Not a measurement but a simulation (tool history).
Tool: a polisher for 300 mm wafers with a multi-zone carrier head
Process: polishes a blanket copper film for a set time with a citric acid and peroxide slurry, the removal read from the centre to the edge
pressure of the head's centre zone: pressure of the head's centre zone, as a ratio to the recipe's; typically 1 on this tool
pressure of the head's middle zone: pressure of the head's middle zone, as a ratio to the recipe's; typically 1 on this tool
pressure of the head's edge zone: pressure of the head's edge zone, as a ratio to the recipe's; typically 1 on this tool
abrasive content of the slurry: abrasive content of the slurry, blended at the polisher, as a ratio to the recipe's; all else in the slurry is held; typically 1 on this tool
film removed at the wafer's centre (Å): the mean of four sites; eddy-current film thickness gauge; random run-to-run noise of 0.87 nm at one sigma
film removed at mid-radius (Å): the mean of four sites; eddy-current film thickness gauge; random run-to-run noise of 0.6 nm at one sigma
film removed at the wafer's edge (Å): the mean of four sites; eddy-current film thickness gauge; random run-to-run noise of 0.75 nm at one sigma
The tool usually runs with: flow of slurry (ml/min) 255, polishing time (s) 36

run,hour,flow of slurry (ml/min),pressure of the head's centre zone,pressure of the head's middle zone,pressure of the head's edge zone,abrasive content of the slurry,polishing time (s),wafers since the last listed run,wafers polished on this pad,hours since the slurry nozzle was cleaned,hours since the centre zone pressure was calibrated,hours since the edge zone pressure was calibrated,hours since the carrier head's membrane was replaced,"incoming thickness of the incoming film, nm",film removed at the wafer's centre (Å),film removed at mid-radius (Å),film removed at the wafer's edge (Å)
1,0,255,1,0.97,1,1,36,0,406,188.6,254.2,336.6,561.4,1157.7,916,942,985
2,6.5,255,1,1,1,1,36,69,475,195.1,260.7,343.1,567.9,1142.2,914,954,981
3,17.1,255,1,1,1,1,36,112,588,205.7,271.3,353.7,578.5,1161.3,913,957,983
4,30,255,1,1,1,1,36,137,725,218.6,284.2,366.6,591.4,1132.9,901,948,986
# hour 44.5: carrier head's membrane replaced by a new one
# hour 44.6: slurry nozzle cleaned
# hour 45.5: worn pad replaced by a new one
5,46,255,1,1,1,1,36,105,4,1.4,300.2,382.6,1.5,1139.3,964,999,1006
6,53.7,255,1,1,1,1,36,81,86,9.1,307.9,390.3,9.2,1137.6,963,992,1022
7,62.1,255,1,1,1,1.25,27,89,175,17.5,316.3,398.7,17.6,1137.2,745,785,792
8,77.4,255,1,1,1,1,36,162,338,32.8,331.6,414,32.9,1151,965,992,1008
# hour 88.1: edge zone pressure recalibrated
9,88.6,255,1,1,0.91,1,36,97,436,44,342.8,0.5,44.1,1123.9,962,1004,966
# hour 121.7: worn pad replaced by a new one
10,135.4,255,1,1,1.11,1,36,455,145,90.8,389.6,47.3,90.9,1154.4,951,998,1062
11,142.9,255,1,0.89,1.05,1,43,79,225,98.3,397.1,54.8,98.4,1152.4,1131,1073,1236
# hour 149.8: centre zone pressure recalibrated
12,152.3,255,0.95,1,1,1,25,78,303,107.7,2.5,64.2,107.8,1128.8,626,685,697
13,160.7,205,1,1.12,1,1,26,89,393,116.1,10.9,72.6,116.2,1148.2,670,767,706
14,168.4,235,1.07,1,1,1,36,81,474,123.8,18.6,80.3,123.9,1138.5,1019,976,979
15,185,255,1.04,0.95,1,1,48,176,651,140.4,35.2,96.9,140.5,1141.5,1306,1249,1321
16,199.1,255,1,1,1,1,36,149,801,154.5,49.3,111,154.6,1136.1,946,978,1005
# hour 210.8: worn pad replaced by a new one
17,215.1,255,1,1.08,1,1.2,25,127,45,170.5,65.3,127,170.6,1132.4,677,759,724
18,226.7,255,1,1,1,0.85,36,123,168,182.1,76.9,138.6,182.2,1158.2,908,926,968
# hour 244.1: slurry nozzle cleaned
19,244.6,255,1,1,1,1,36,179,348,0.5,94.8,156.5,200.1,1141.4,956,991,996
20,256.9,255,1,1,1,1,36,130,479,12.8,107.1,168.8,212.4,1124.4,968,998,1021
21,269.4,255,1,0.91,1,1.1,29,132,611,25.3,119.6,181.3,224.9,1146.9,792,761,826

Measured less the same run without the tool's hidden state. The same run-to-run variation is in both; the gauge's scatter may not be:
What the log doesn't record here: removal rate lost through wear of the pad, %; slurry flow missing at the pad, %; deviation of the centre zone's pressure from its setpoint, %; deviation of the edge zone's pressure from its setpoint, %.
run,film removed at the wafer's centre (Å),film removed at mid-radius (Å),film removed at the wafer's edge (Å)
1,-36,-34,-26
2,-39,-36,-27
3,-45,-41,-32
4,-51,-48,-36
5,-1,-1,-1
6,-2,-1,-1
7,-1,-1,-1
8,-2,-2,-1
9,-3,-3,-2
10,-7,-7,-5
11,-10,-9,-7
12,-6,-7,-5
13,-9,-10,-6
14,-15,-13,-10
15,-24,-20,-16
16,-21,-19,-15
17,-19,-19,-13
18,-29,-26,-21
19,+0,+0,+0
20,-1,+0,+0
21,+0,+0,-1

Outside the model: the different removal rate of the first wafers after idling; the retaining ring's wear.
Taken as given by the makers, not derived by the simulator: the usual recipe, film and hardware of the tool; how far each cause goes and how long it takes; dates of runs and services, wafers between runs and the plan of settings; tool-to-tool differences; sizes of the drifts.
